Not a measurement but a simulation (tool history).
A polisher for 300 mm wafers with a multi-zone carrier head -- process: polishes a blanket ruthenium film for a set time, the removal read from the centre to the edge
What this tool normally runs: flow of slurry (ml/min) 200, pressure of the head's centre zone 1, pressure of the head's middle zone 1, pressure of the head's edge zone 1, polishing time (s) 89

run	hour	flow of slurry (ml/min)	pressure of the head's centre zone	pressure of the head's middle zone	pressure of the head's edge zone	polishing time (s)	wafers since the last listed run	wafers polished on this pad	hours since the slurry nozzle was cleaned	hours since the centre zone pressure was calibrated	hours since the edge zone pressure was calibrated	hours since the carrier head's membrane was replaced	incoming thickness of the incoming film, nm	film removed at the wafer's centre (nm)	film removed at mid-radius (nm)	film removed at the wafer's edge (nm)
1	0	200	1	1	1	89	0	147	467.3	972.9	868.2	762.8	291.5	112.5	115.3	115.5
2	32.4	200	1	1	1	89	244	392	499.7	1005.3	900.6	795.2	285.5	115.3	115.5	114.8
3	50.3	200	1	1	1	89	135	527	517.6	1023.2	918.5	813.1	294.2	113.9	117.5	114.8
4	80.8	200	1	1	1	89	230	757	548.1	1053.7	949	843.6	291.1	116	115.8	112.8
# hour 108.6: worn pad replaced by a new one
5	113.6	200	1	1	1	89	217	38	580.9	1086.5	981.8	876.4	291.5	110.2	114.9	114.2
# hour 117.8: edge zone pressure recalibrated
# hour 146.1: slurry nozzle cleaned
6	146.7	200	1	1	1.09	89	227	265	0.6	1119.6	28.9	909.5	287.6	121	121.5	123.3
# hour 157.3: carrier head's membrane replaced by a new one
7	170.3	200	1	1	0.92	89	140	406	24.2	1143.2	52.5	13	288.5	119.6	123	115.4
8	187.3	200	1	1	0.92	89	128	534	41.2	1160.2	69.5	30	285.4	122.6	122	116.6
9	219.4	200	1	1	0.92	89	242	777	73.3	1192.3	101.6	62.1	288.8	119.3	121.8	115.6
# hour 224.6: worn pad replaced by a new one
# hour 228.1: centre zone pressure recalibrated
10	246.9	200	0.96	1	1.09	99	162	153	100.8	18.8	129.1	89.6	293.5	126.8	133.6	135.2
11	268.7	160	1	1.12	1	119	164	318	122.6	40.6	150.9	111.4	290.5	151.7	167.5	154.1
12	297.9	200	1	1	1	89	220	538	151.8	69.8	180.1	140.6	284.6	117.7	118.9	115.8
13	329.6	165	1	0.96	1.05	89	239	778	183.5	101.5	211.8	172.3	291.7	112.7	112.2	118.2
# hour 342.9: worn pad replaced by a new one
14	349.8	200	1	1	1.05	89	122	52	203.7	121.7	232	192.5	293.4	115	119.7	117.8
15	365.6	165	1.04	0.95	1	67	119	171	219.5	137.5	247.8	208.3	288.8	86.6	84.4	86.4
16	383.7	200	0.93	1	1	73	136	308	237.6	155.6	265.9	226.4	289.6	90.8	97.5	94.8
17	405.6	135	0.9	1	1	89	165	473	259.5	177.5	287.8	248.3	295.5	101.4	111.8	112.2
18	425.1	220	0.93	1	0.89	70	147	621	279	197	307.3	267.8	289.3	87.3	94	88.4
19	451.4	200	1.09	0.94	1	89	198	819	305.3	223.3	333.6	294.1	285.7	118	112.3	114.8

Predict the results of run 20:
# hour 460: worn pad replaced by a new one
20	477.6	200	1	1	1	89	167	132	331.5	249.5	359.8	320.3	288.4	?	?	?

{"run 20": {"film removed at the wafer's centre (nm)": 118.2, "film removed at mid-radius (nm)": 116.6, "film removed at the wafer's edge (nm)": 115.7}}
The same run, on a tool lacking any hidden state, would have yielded film removed at the wafer's centre (nm) 124.9, film removed at mid-radius (nm) 122.4, film removed at the wafer's edge (nm) 119.9.
